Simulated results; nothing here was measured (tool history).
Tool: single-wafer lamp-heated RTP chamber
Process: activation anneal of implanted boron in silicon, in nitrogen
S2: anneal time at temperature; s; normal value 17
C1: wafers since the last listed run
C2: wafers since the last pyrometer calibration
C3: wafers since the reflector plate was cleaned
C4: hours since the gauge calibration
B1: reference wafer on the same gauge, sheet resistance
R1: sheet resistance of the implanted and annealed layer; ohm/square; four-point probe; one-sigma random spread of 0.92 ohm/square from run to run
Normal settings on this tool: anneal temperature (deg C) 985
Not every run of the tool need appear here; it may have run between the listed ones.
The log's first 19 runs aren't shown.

-- day=81.262 reflector plate cleaned
run 20 day=81.892 | anneal_temperature_(deg_C)=995 S2=21 | C1=509 C2=5451 C3=209 C4=449.9 | B1=195.08 | R1=209.35
run 21 day=83.904 | anneal_temperature_(deg_C)=995 S2=21 | C1=668 C2=6119 C3=877 C4=498.2 | B1=194.90 | R1=209.08
run 22 day=90.821 | anneal_temperature_(deg_C)=985 S2=21 | C1=2297 C2=8416 C3=3174 C4=664.2 | B1=195.08 | R1=208.96
run 23 day=93.908 | anneal_temperature_(deg_C)=985 S2=27 | C1=1025 C2=9442 C3=4200 C4=738.3 | B1=195.00 | R1=207.62
run 24 day=97.500 | anneal_temperature_(deg_C)=1002 S2=12 | C1=1192 C2=10634 C3=5392 C4=824.5 | B1=194.88 | R1=209.03
-- day=100.300 pyrometer window cleaned and pyrometer calibrated
run 25 day=101.383 | anneal_temperature_(deg_C)=1000 S2=20 | C1=1178 C2=359 C3=6571 C4=917.7 | B1=194.85 | R1=210.38
run 26 day=103.796 | anneal_temperature_(deg_C)=1000 S2=8 | C1=801 C2=1160 C3=7372 C4=975.6 | B1=195.24 | R1=211.52
run 27 day=111.333 | anneal_temperature_(deg_C)=985 S2=17 | C1=2503 C2=3664 C3=9876 C4=1156.5 | B1=194.81 | R1=213.61
run 28 day=114.154 | anneal_temperature_(deg_C)=985 S2=17 | C1=936 C2=4600 C3=10812 C4=1224.2 | B1=195.10 | R1=212.22
run 29 day=117.238 | anneal_temperature_(deg_C)=960 S2=12 | C1=1023 C2=5624 C3=11836 C4=1298.2 | B1=195.19 | R1=233.84
run 30 day=119.942 | anneal_temperature_(deg_C)=985 S2=22 | C1=898 C2=6522 C3=12735 C4=1363.1 | B1=194.98 | R1=211.67
-- day=123.825 reflector plate cleaned
run 31 day=123.925 | anneal_temperature_(deg_C)=960 S2=13 | C1=1212 C2=7735 C3=33 C4=1458.7 | B1=195.02 | R1=230.38
run 32 day=127.171 | anneal_temperature_(deg_C)=985 S2=17 | C1=1077 C2=8813 C3=1111 C4=1536.6 | B1=195.09 | R1=211.88
run 33 day=131.504 | anneal_temperature_(deg_C)=962 S2=17 | C1=1439 C2=10252 C3=2550 C4=1640.6 | B1=194.96 | R1=224.60
-- day=135.212 pyrometer window cleaned and pyrometer calibrated
run 34 day=135.579 | anneal_temperature_(deg_C)=961 S2=17 | C1=1242 C2=121 C3=3792 C4=1738.4 | B1=195.12 | R1=234.00
run 35 day=137.379 | anneal_temperature_(deg_C)=977 S2=11 | C1=597 C2=719 C3=4390 C4=1781.6 | B1=194.98 | R1=219.47
run 36 day=139.283 | anneal_temperature_(deg_C)=966 S2=7 | C1=632 C2=1351 C3=5022 C4=1827.3 | B1=194.97 | R1=232.82

4 options for the next run, each taken on its own from the tool as it stands now. Forecast them:
run A day=139.300 | anneal_temperature_(deg_C)=972 S2=17 | C1=5 C2=1357 C3=5028 C4=1827.7 | B1=? | R1=?
run B day=139.300 | anneal_temperature_(deg_C)=966 S2=12 | C1=5 C2=1357 C3=5028 C4=1827.7 | B1=? | R1=?
run C day=139.300 | anneal_temperature_(deg_C)=1010 S2=10 | C1=5 C2=1357 C3=5028 C4=1827.7 | B1=? | R1=?
run D day=139.300 | anneal_temperature_(deg_C)=1003 S2=17 | C1=5 C2=1357 C3=5028 C4=1827.7 | B1=? | R1=?

run=A B1=194.98 R1=222.75
run=B B1=194.98 R1=230.71
run=C B1=194.98 R1=210.32
run=D B1=194.98 R1=210.33
Had the tool no hidden state, the same runs would have come out as:
run=A R1=226.20
run=B R1=235.67
run=C R1=210.74
run=D R1=210.98
